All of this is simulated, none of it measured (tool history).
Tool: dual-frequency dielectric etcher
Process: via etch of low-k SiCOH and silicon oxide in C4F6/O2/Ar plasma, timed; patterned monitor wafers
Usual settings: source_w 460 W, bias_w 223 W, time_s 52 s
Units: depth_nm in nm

run,hour,source_w,bias_w,time_s,"read-back reference wafer on the same gauge, depth_nm",depth_nm
1,0,460,223,52,130.8,158.6
2,101.3,460,223,52,130.8,160
3,171,460,223,52,131,161.2
4,257.4,460,223,52,131,162.7
5,300,460,223,52,131.1,163.5
6,344.7,460,223,52,131.3,166.1
7,410.4,460,236,52,130.8,167.6
8,478,460,236,52,131,170.4
# hour 516.7: wet clean of the chamber
9,518.8,460,236,52,130.9,163.5
10,625.4,460,223,52,131.1,164.1
# hour 687.5: gauge calibrated
11,700.2,460,223,52,131.1,164.1
12,929.3,460,276,52,130.8,177.8
13,1033.7,460,223,52,131,169.6
# hour 1085.2: wet clean of the chamber
# hour 1139.5: source power generator calibrated
14,1140.9,510,240,45.5,131.1,149.8
15,1208.2,460,223,52,130.9,161.5
16,1278.3,460,171,52,131.2,152.1
17,1341,430,223,52,131.2,161
# hour 1395.4: bias power generator calibrated
# hour 1445.4: upper electrode replaced, of another model than before
18,1445.9,500,207,61.5,130.9,204.8
19,1492.1,460,223,52,130.9,165.5
# hour 1539.7: wet clean of the chamber
20,1540.2,510,240,45.5,130.9,149.9
21,1633.3,380,188,65,131.1,173
22,1707.4,490,185,62,130.8,194.2
23,1794,580,223,45.5,130.8,164.4
24,1842.4,380,274,38,131.1,109.3
25,1942.1,360,275,52,131.1,147.1
26,2005.9,350,266,52,131.4,141.9
# hour 2018.2: gauge calibrated
27,2067,560,223,41,130.9,147.5
# hour 2114.9: wet clean of the chamber
28,2168.6,460,223,52,131,161

Forecast each of these 5 alternatives for the next run:
A,2169,460,223,52,?,?
B,2169,410,223,62.5,?,?
C,2169,460,223,41.5,?,?
D,2169,530,194,43,?,?
E,2169,520,275,62,?,?

run,"read-back reference wafer on the same gauge, depth_nm",depth_nm
A,131.2,160.1
B,131.2,178.9
C,131.2,127.7
D,131.2,140.5
E,131.2,213.3
Without the tool's hidden state the same runs would have given:
run,depth_nm
A,158.9
B,177.7
C,126.8
D,139.5
E,211.7
